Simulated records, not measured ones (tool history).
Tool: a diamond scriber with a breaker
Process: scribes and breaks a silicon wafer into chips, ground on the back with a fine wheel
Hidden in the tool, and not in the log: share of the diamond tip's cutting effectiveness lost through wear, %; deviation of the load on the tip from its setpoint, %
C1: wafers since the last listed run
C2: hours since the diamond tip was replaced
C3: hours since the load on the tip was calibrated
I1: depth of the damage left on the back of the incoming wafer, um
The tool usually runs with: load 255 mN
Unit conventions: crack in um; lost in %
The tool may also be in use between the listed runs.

run 1 hour=0 | load=255 | C1=0 C2=548.5 C3=454.1 | I1=1.54 | crack=9.17 lost=1.37
run 2 hour=25.9 | load=255 | C1=57 C2=574.4 C3=480 | I1=1.99 | crack=9.24 lost=2.19
run 3 hour=58.9 | load=255 | C1=72 C2=607.4 C3=513 | I1=1.75 | crack=9.12 lost=1.57
run 4 hour=71.3 | load=288 | C1=27 C2=619.8 C3=525.4 | I1=3 | crack=10.06 lost=6.07
run 5 hour=88.4 | load=255 | C1=37 C2=636.9 C3=542.5 | I1=2.71 | crack=8.91 lost=4.03
run 6 hour=116.6 | load=255 | C1=62 C2=665.1 C3=570.7 | I1=2.05 | crack=9.48 lost=1.97
run 7 hour=140.9 | load=209 | C1=53 C2=689.4 C3=595 | I1=2.75 | crack=7.99 lost=5.8
run 8 hour=155.8 | load=209 | C1=32 C2=704.3 C3=609.9 | I1=2.36 | crack=8.29 lost=3.4
run 9 hour=172.5 | load=255 | C1=36 C2=721 C3=626.6 | I1=1.51 | crack=9.48 lost=1.69
run 10 hour=200.6 | load=255 | C1=61 C2=749.1 C3=654.7 | I1=2.6 | crack=9.76 lost=3.93
run 11 hour=222 | load=255 | C1=47 C2=770.5 C3=676.1 | I1=2.88 | crack=9.45 lost=4.59
run 12 hour=253.7 | load=255 | C1=69 C2=802.2 C3=707.8 | I1=2.34 | crack=9.67 lost=2.79
run 13 hour=277.7 | load=286 | C1=52 C2=826.2 C3=731.8 | I1=2.2 | crack=10.13 lost=4.35
-- hour=289.1 diamond tip replaced by a new one
run 14 hour=298.3 | load=286 | C1=41 C2=9.2 C3=752.4 | I1=1.62 | crack=10.33 lost=3.79
run 15 hour=329.6 | load=329 | C1=69 C2=40.5 C3=783.7 | I1=2.92 | crack=10.87 lost=9.84
run 16 hour=342.9 | load=275 | C1=29 C2=53.8 C3=797 | I1=2.14 | crack=10.1 lost=4.17
run 17 hour=355.5 | load=255 | C1=27 C2=66.4 C3=809.6 | I1=2.73 | crack=9.29 lost=4.9
run 18 hour=371.3 | load=212 | C1=34 C2=82.2 C3=825.4 | I1=2.82 | crack=8.26 lost=4.91
run 19 hour=395 | load=287 | C1=52 C2=105.9 C3=849.1 | I1=1.68 | crack=10.58 lost=4.15
run 20 hour=421.6 | load=255 | C1=58 C2=132.5 C3=875.7 | I1=2.8 | crack=9.16 lost=4.91
-- hour=429.7 load on the tip recalibrated
run 21 hour=440.8 | load=317 | C1=37 C2=151.7 C3=11.1 | I1=1.71 | crack=9.81 lost=3.69
run 22 hour=491.1 | load=214 | C1=110 C2=202 C3=61.4 | I1=2.82 | crack=7.62 lost=7.6
run 23 hour=512.1 | load=255 | C1=46 C2=223 C3=82.4 | I1=2.65 | crack=8.4 lost=4.11
run 24 hour=528.5 | load=282 | C1=36 C2=239.4 C3=98.8 | I1=2.11 | crack=9.26 lost=2.47
run 25 hour=548.4 | load=255 | C1=43 C2=259.3 C3=118.7 | I1=2.99 | crack=8.66 lost=5.43
run 26 hour=578.5 | load=330 | C1=66 C2=289.4 C3=148.8 | I1=2.81 | crack=10.18 lost=5.69
run 27 hour=605.6 | load=206 | C1=59 C2=316.5 C3=175.9 | I1=2.95 | crack=7.37 lost=9.81
run 28 hour=620.4 | load=323 | C1=32 C2=331.3 C3=190.7 | I1=2.78 | crack=10.37 lost=6.36

3 ways to go on from here, each from the tool as it stands after run 28. What would each give?
run A hour=621 | load=255 | C1=1 C2=331.9 C3=191.3 | I1=2.66 | crack=? lost=?
run B hour=621 | load=184 | C1=1 C2=331.9 C3=191.3 | I1=2.66 | crack=? lost=?
run C hour=621 | load=223 | C1=1 C2=331.9 C3=191.3 | I1=2.66 | crack=? lost=?

run=A crack=8.83 lost=4.27
run=B crack=7.06 lost=11.85
run=C crack=8.05 lost=5.88
The same runs, with their run-to-run variation unchanged, on a tool lacking any hidden condition would have given:
run=A crack=8.64 lost=4.46
run=B crack=6.9 lost=13.24
run=C crack=7.88 lost=6.58
